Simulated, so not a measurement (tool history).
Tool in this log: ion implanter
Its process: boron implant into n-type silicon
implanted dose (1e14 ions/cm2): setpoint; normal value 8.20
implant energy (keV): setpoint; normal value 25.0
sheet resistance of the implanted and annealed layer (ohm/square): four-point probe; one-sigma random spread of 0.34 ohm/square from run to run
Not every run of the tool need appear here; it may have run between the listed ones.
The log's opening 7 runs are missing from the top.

run	day	implanted dose (1e14 ions/cm2)	implant energy (keV)	wafers since the last listed run	hours since the last dose calibration	hours since the extraction supply was calibrated	hours since the gauge calibration	read-back reference wafer on the same gauge, sheet resistance	sheet resistance of the implanted and annealed layer (ohm/square)
8	3.388	8.20	22.5	78	1714.8	3216.2	544.9	121.01	141.53
9	3.862	7.12	25.0	102	1726.2	3227.6	556.3	121.07	158.03
# day 4.475: extraction supply calibrated
10	5.204	7.12	25.0	217	1758.4	17.5	588.5	121.08	159.14
11	5.554	7.46	25.0	75	1766.8	25.9	596.9	121.04	152.45
12	5.862	7.46	25.0	66	1774.2	33.3	604.3	120.97	152.84
# day 6.300: Faraday cup replaced and dose calibrated
13	6.588	8.20	25.0	84	6.9	50.7	621.7	120.95	134.61
14	7.162	8.20	25.0	124	20.7	64.5	635.5	120.98	134.70
15	7.492	8.20	25.0	71	28.6	72.4	643.4	121.00	134.05
16	8.033	8.20	25.0	116	41.6	85.4	656.4	120.98	134.90
# day 8.258: gauge calibrated
17	8.612	5.91	17.0	125	55.5	99.3	8.5	120.94	183.17
18	9.162	8.20	25.0	118	68.7	112.5	21.7	121.01	134.65
19	9.712	5.91	31.5	118	81.9	125.7	34.9	121.03	174.15
20	9.967	8.20	25.0	54	88.0	131.8	41.0	121.00	134.64
21	10.412	6.49	19.0	96	98.7	142.5	51.7	121.08	169.20
22	11.125	8.90	21.5	153	115.8	159.6	68.8	120.97	127.72
23	11.750	6.33	16.5	134	130.8	174.6	83.8	121.02	174.76
24	12.296	8.20	19.5	117	143.9	187.7	96.9	121.06	137.87

Run 25 is up next; what results do you expect?
25	13.004	8.20	25.0	152	160.9	204.7	113.9	?	?

{"run 25": {"read-back reference wafer on the same gauge, sheet resistance": 120.99, "sheet resistance of the implanted and annealed layer (ohm/square)": 134.03}}
The same run, on a tool lacking any hidden state, would have yielded sheet resistance of the implanted and annealed layer (ohm/square) 133.50.

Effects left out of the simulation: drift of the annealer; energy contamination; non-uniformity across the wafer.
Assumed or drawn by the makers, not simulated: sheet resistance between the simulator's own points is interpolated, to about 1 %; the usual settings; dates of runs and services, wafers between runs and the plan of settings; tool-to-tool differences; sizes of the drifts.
